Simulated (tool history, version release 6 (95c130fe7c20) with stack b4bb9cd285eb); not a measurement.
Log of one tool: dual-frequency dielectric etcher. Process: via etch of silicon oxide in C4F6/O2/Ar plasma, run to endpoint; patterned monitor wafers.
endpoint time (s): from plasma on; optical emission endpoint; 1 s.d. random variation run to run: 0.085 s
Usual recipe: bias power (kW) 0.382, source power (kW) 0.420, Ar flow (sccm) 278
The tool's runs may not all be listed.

run   hour  bias power (kW)  source power (kW)  Ar flow (sccm)  incoming incoming film thickness, nm  endpoint time (s)
  1    0.0            0.455              0.420             278                                  71.6               14.8
  2   12.8            0.455              0.420             278                                  72.9               15.1
      42.7  -- wet clean of the chamber
  3   43.2            0.455              0.420             278                                  71.2               15.3
  4   43.5            0.382              0.420             278                                  72.7               17.3
  5   54.3            0.382              0.420             278                                  72.0               16.9
  6   61.4            0.320              0.460             336                                  71.6               18.9
  7   76.5            0.461              0.460             278                                  71.8               14.7
  8   86.8            0.316              0.460             333                                  72.2               18.8
  9   97.7            0.382              0.420             278                                  73.0               17.3
 10  112.9            0.423              0.330             305                                  71.2               17.7
 11  121.3            0.448              0.380             214                                  71.8               15.4
     130.6  -- Ar flow controller replaced
 12  131.1            0.408              0.340             239                                  70.9               17.1
 13  145.7            0.472              0.420             278                                  72.3               15.1
 14  160.9            0.458              0.420             278                                  72.1               15.3
 15  173.5            0.382              0.490             278                                  71.6               15.6
 16  183.5            0.382              0.420             278                                  72.4               16.9
     207.6  -- bias power generator calibrated
 17  231.1            0.382              0.390             278                                  71.8               17.1
 18  259.6            0.436              0.340             308                                  72.1               17.2
 19  267.3            0.382              0.480             252                                  71.7               15.3
 20  283.5            0.295              0.350             218                                  71.5               19.9
 21  291.9            0.382              0.420             278                                  71.4               16.4
 22  300.2            0.323              0.340             278                                  71.5               20.0

Forecast run 23:
 23  310.3            0.382              0.420             278                                  72.1                  ?

Run 23 yielded endpoint time (s) 16.6.
Had the tool carried no hidden state, the very same run would have given endpoint time (s) 17.1.
